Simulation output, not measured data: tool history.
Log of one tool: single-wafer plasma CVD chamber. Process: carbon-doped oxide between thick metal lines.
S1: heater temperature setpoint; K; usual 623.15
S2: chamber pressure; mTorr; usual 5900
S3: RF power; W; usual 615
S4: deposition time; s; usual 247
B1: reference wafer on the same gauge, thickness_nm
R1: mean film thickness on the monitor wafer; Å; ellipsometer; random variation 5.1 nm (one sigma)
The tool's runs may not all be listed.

run	hour	S1	S2	S3	S4	B1	R1
1	0	623.15	5900	615	247	1650.892	15006.67
2	15.4	623.15	5900	615	247	1649.397	14990.53
3	27.4	623.15	5900	615	247	1649.313	14957.25
4	41.1	630.15	6270	615	247	1650.346	14750.16
# hour 50.9: showerhead replaced
# hour 51.4: gauge calibrated
5	52.2	623.15	5900	615	247	1650.289	14979.48
# hour 68.5: thermocouple changed; heater temperature recalibrated
6	69	636.15	6790	555	293	1652.286	16193.48
7	80.7	623.15	5900	695	213	1650.77	14043.97
8	92.6	634.15	6990	585	226	1650.431	12980.49
9	100.1	623.15	5900	615	247	1648.069	14930.4
10	109.7	635.15	4630	615	247	1647.739	14072.61
11	127.6	628.15	6360	505	247	1649.382	12762.5
# hour 144.7: RF generator calibrated
12	156.8	623.15	5900	615	247	1647.443	14506.55
13	210.4	623.15	4890	615	211	1651.752	12225.06
# hour 221: RF generator calibrated, repeated, since the last time left the tool worse
14	226.3	623.15	5900	615	247	1651.397	15827.24
15	238.4	623.15	5900	520	209	1652.587	11794.42
16	250.8	623.15	5100	615	247	1650.319	15521.06
17	267.3	623.15	5900	615	273	1650.287	17407.85
18	280.2	631.15	5900	615	198	1652.109	12251.59
19	286.9	627.15	5900	655	247	1648.291	16148.6
20	298.7	635.15	5900	615	247	1651.431	15201.12
21	308.7	623.15	5010	615	292	1652.351	18229.23
22	315.1	623.15	4430	615	210	1648.709	12864.89
23	324.9	631.15	4780	570	222	1648.252	12799.46
24	332.6	633.15	4960	615	216	1648.343	13104.78
25	349.8	614.15	7260	615	247	1649.182	16328.33
26	360	623.15	5390	615	247	1649.705	15480.72
27	376.3	623.15	5900	615	247	1651.814	15652.7

What the log doesn't show, run by run:
wafer temperature above the value expected at the setpoint (K): 0 in every run
true pressure above the setpoint (%): 0 in every run
gauge reads high (%): 0 in every run
H1: delivered RF power above the setpoint (%)
run	H1
1	-6.21
2	-6.3
3	-6.37
4	-6.45
5	-6.52
6	-6.62
7	-6.69
8	-6.76
9	-6.8
10	-6.86
11	-6.97
12	-10.4
13	-10.4
14	-0.135
15	-0.135
16	-0.136
17	-0.138
18	-0.14
19	-0.141
20	-0.143
21	-0.145
22	-0.147
23	-0.15
24	-0.152
25	-0.158
26	-0.162
27	-0.169
